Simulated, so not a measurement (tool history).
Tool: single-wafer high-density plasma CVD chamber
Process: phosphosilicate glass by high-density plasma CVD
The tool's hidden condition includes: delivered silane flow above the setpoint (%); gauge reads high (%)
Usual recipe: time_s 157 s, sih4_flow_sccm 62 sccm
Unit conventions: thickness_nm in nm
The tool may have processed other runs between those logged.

run	hour	time_s	sih4_flow_sccm	wafers since the last listed run	hours since the silane flow controller was replaced	hours since the gauge calibration	read-back reference wafer on the same gauge, thickness_nm	thickness_nm
1	0	157	62	0	1939.4	542	1030.969	908.616
2	79.8	157	62	758	2019.2	621.8	1031.069	905.314
3	133.8	157	62	513	2073.2	675.8	1029.981	907.484
4	190.9	157	52	542	2130.3	732.9	1031.366	776.757
5	298.3	157	52	1020	2237.7	840.3	1031.19	777.396
6	394.9	141	59	918	2334.3	936.9	1030.179	777.962
7	496.3	141	59	963	2435.7	1038.3	1030.895	781.421
# hour 543.4: gauge calibrated
8	594.5	157	68	933	2533.9	51.1	1030.941	986.247
9	685.7	157	68	866	2625.1	142.3	1030.409	982.567
10	756	157	68	668	2695.4	212.6	1030.288	983.567
11	817.5	157	66	584	2756.9	274.1	1030.399	957.994
# hour 845.2: silane flow controller replaced
12	919.8	157	66	896	74.6	376.4	1031.264	982.944
13	998.3	139	62	746	153.1	454.9	1030.469	821.012
14	1049.2	182	69	483	204	505.8	1031.645	1181.699
15	1117.1	157	62	645	271.9	573.7	1030.545	925.375
16	1209.7	157	62	880	364.5	666.3	1030.634	920.458
17	1247	177	74	354	401.8	703.6	1031.882	1218.307
18	1353.9	157	62	1016	508.7	810.5	1030.54	922.121
19	1454.2	184	74	953	609	910.8	1031.608	1260.768
20	1537.2	134	74	788	692	993.8	1031.463	915.168
21	1576.7	138	67	375	731.5	1033.3	1030.56	862.165
# hour 1587.2: gauge calibrated
22	1619.7	172	66	408	774.5	32.5	1031.032	1064.621
23	1666.7	157	62	446	821.5	79.5	1031.324	913.107
24	1709.5	157	62	406	864.3	122.3	1031.334	912.125
25	1796.1	157	58	823	950.9	208.9	1031.071	857.503

Each row is a separate what-if for the run after 25, all from the same tool condition, not one after another. Results?
A	1796.5	157	62	3	951.3	209.3	?	?
B	1796.5	157	72	3	951.3	209.3	?	?
C	1796.5	174	62	3	951.3	209.3	?	?
D	1796.5	136	69	3	951.3	209.3	?	?
E	1796.5	136	72	3	951.3	209.3	?	?

run	read-back reference wafer on the same gauge, thickness_nm	thickness_nm
A	1030.823	914.375
B	1030.823	1045.725
C	1030.823	1013.383
D	1030.823	871.717
E	1030.823	905.851
With no hidden state in the tool, these same runs would have given:
run	thickness_nm
A	934.532
B	1068.778
C	1035.723
D	890.933
E	925.82

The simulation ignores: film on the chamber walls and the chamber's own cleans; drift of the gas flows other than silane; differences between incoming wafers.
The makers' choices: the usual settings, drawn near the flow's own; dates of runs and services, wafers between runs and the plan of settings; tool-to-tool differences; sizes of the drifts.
